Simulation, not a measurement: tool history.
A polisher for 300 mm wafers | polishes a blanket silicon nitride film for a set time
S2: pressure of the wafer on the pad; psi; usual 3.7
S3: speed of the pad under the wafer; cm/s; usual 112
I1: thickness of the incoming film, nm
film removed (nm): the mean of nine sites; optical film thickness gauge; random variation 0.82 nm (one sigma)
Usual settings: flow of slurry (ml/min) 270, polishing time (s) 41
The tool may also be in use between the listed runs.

run 1 day=0.000 | flow_of_slurry_(ml/min)=270 S2=3.7 S3=112 polishing_time_(s)=41 | I1=608.2 | film_removed_(nm)=72.2
-- day=1.217 head pressure recalibrated
run 2 day=4.942 | flow_of_slurry_(ml/min)=270 S2=3.7 S3=112 polishing_time_(s)=41 | I1=611.4 | film_removed_(nm)=73.3
-- day=5.517 slurry nozzle cleaned
run 3 day=7.221 | flow_of_slurry_(ml/min)=270 S2=3.7 S3=112 polishing_time_(s)=41 | I1=616.5 | film_removed_(nm)=72.5
run 4 day=9.517 | flow_of_slurry_(ml/min)=270 S2=3.7 S3=112 polishing_time_(s)=41 | I1=619.7 | film_removed_(nm)=71.5
run 5 day=11.304 | flow_of_slurry_(ml/min)=270 S2=3.7 S3=112 polishing_time_(s)=41 | I1=601.1 | film_removed_(nm)=72.9
run 6 day=14.233 | flow_of_slurry_(ml/min)=270 S2=3.7 S3=112 polishing_time_(s)=41 | I1=608.6 | film_removed_(nm)=72.4
run 7 day=16.750 | flow_of_slurry_(ml/min)=270 S2=3.0 S3=112 polishing_time_(s)=41 | I1=603.8 | film_removed_(nm)=61.1
-- day=23.029 worn pad replaced by a new one
run 8 day=27.925 | flow_of_slurry_(ml/min)=270 S2=3.7 S3=142 polishing_time_(s)=38 | I1=619.7 | film_removed_(nm)=82.4
-- day=30.112 slurry nozzle cleaned
run 9 day=32.262 | flow_of_slurry_(ml/min)=270 S2=3.7 S3=142 polishing_time_(s)=38 | I1=614.7 | film_removed_(nm)=79.5
run 10 day=33.971 | flow_of_slurry_(ml/min)=270 S2=3.7 S3=112 polishing_time_(s)=34 | I1=611.0 | film_removed_(nm)=60.9
run 11 day=37.025 | flow_of_slurry_(ml/min)=270 S2=3.7 S3=112 polishing_time_(s)=34 | I1=610.9 | film_removed_(nm)=60.2
run 12 day=40.000 | flow_of_slurry_(ml/min)=270 S2=3.7 S3=112 polishing_time_(s)=34 | I1=615.4 | film_removed_(nm)=60.2
run 13 day=41.838 | flow_of_slurry_(ml/min)=270 S2=3.7 S3=112 polishing_time_(s)=41 | I1=609.6 | film_removed_(nm)=72.1
run 14 day=46.071 | flow_of_slurry_(ml/min)=270 S2=3.7 S3=112 polishing_time_(s)=41 | I1=610.6 | film_removed_(nm)=73.4
-- day=50.075 worn pad replaced by a new one
run 15 day=50.529 | flow_of_slurry_(ml/min)=270 S2=3.7 S3=112 polishing_time_(s)=41 | I1=613.6 | film_removed_(nm)=70.7
-- day=51.279 head pressure recalibrated
-- day=54.112 slurry nozzle cleaned
run 16 day=54.354 | flow_of_slurry_(ml/min)=180 S2=4.0 S3=112 polishing_time_(s)=41 | I1=604.2 | film_removed_(nm)=73.7
run 17 day=58.079 | flow_of_slurry_(ml/min)=270 S2=3.2 S3=112 polishing_time_(s)=41 | I1=617.6 | film_removed_(nm)=64.6
run 18 day=62.088 | flow_of_slurry_(ml/min)=270 S2=3.7 S3=112 polishing_time_(s)=41 | I1=608.7 | film_removed_(nm)=73.4
run 19 day=63.925 | flow_of_slurry_(ml/min)=270 S2=3.7 S3=112 polishing_time_(s)=34 | I1=614.1 | film_removed_(nm)=60.7
run 20 day=66.767 | flow_of_slurry_(ml/min)=270 S2=3.7 S3=82 polishing_time_(s)=29 | I1=611.8 | film_removed_(nm)=40.9
run 21 day=69.662 | flow_of_slurry_(ml/min)=270 S2=3.7 S3=112 polishing_time_(s)=41 | I1=610.4 | film_removed_(nm)=72.5
run 22 day=73.933 | flow_of_slurry_(ml/min)=270 S2=3.7 S3=82 polishing_time_(s)=29 | I1=621.6 | film_removed_(nm)=39.4
run 23 day=76.467 | flow_of_slurry_(ml/min)=270 S2=3.7 S3=74 polishing_time_(s)=41 | I1=606.1 | film_removed_(nm)=52.5
-- day=77.308 worn pad replaced by a new one
run 24 day=78.642 | flow_of_slurry_(ml/min)=270 S2=2.6 S3=112 polishing_time_(s)=41 | I1=608.1 | film_removed_(nm)=54.1
run 25 day=81.867 | flow_of_slurry_(ml/min)=270 S2=3.7 S3=112 polishing_time_(s)=41 | I1=620.2 | film_removed_(nm)=72.5
-- day=82.433 slurry nozzle cleaned
run 26 day=85.708 | flow_of_slurry_(ml/min)=270 S2=2.5 S3=144 polishing_time_(s)=34 | I1=606.1 | film_removed_(nm)=53.3
run 27 day=87.888 | flow_of_slurry_(ml/min)=270 S2=3.7 S3=112 polishing_time_(s)=41 | I1=621.0 | film_removed_(nm)=72.8
run 28 day=90.483 | flow_of_slurry_(ml/min)=360 S2=2.8 S3=90 polishing_time_(s)=37 | I1=615.8 | film_removed_(nm)=44.5
-- day=92.071 head pressure recalibrated
run 29 day=94.571 | flow_of_slurry_(ml/min)=240 S2=3.0 S3=100 polishing_time_(s)=47 | I1=615.4 | film_removed_(nm)=62.7
run 30 day=98.850 | flow_of_slurry_(ml/min)=175 S2=3.7 S3=112 polishing_time_(s)=46 | I1=608.5 | film_removed_(nm)=77.5
run 31 day=100.588 | flow_of_slurry_(ml/min)=270 S2=3.7 S3=112 polishing_time_(s)=41 | I1=602.8 | film_removed_(nm)=72.3
run 32 day=104.975 | flow_of_slurry_(ml/min)=270 S2=3.7 S3=78 polishing_time_(s)=33 | I1=611.0 | film_removed_(nm)=44.5
-- day=105.812 worn pad replaced by a new one
run 33 day=107.608 | flow_of_slurry_(ml/min)=355 S2=3.7 S3=112 polishing_time_(s)=33 | I1=613.4 | film_removed_(nm)=60.2
-- day=108.429 slurry nozzle cleaned
run 34 day=109.550 | flow_of_slurry_(ml/min)=190 S2=2.6 S3=72 polishing_time_(s)=53 | I1=600.7 | film_removed_(nm)=47.3
run 35 day=113.350 | flow_of_slurry_(ml/min)=200 S2=3.7 S3=112 polishing_time_(s)=41 | I1=609.0 | film_removed_(nm)=70.3
run 36 day=115.083 | flow_of_slurry_(ml/min)=270 S2=3.7 S3=136 polishing_time_(s)=32 | I1=609.5 | film_removed_(nm)=67.1
run 37 day=116.596 | flow_of_slurry_(ml/min)=270 S2=4.9 S3=112 polishing_time_(s)=41 | I1=618.4 | film_removed_(nm)=91.8

What the log doesn't show, run by run:
removal rate lost through wear of the pad, %: 0 in every run
slurry flow missing at the pad, %: 0 in every run
deviation of the head's pressure from its setpoint, %: 0 in every run
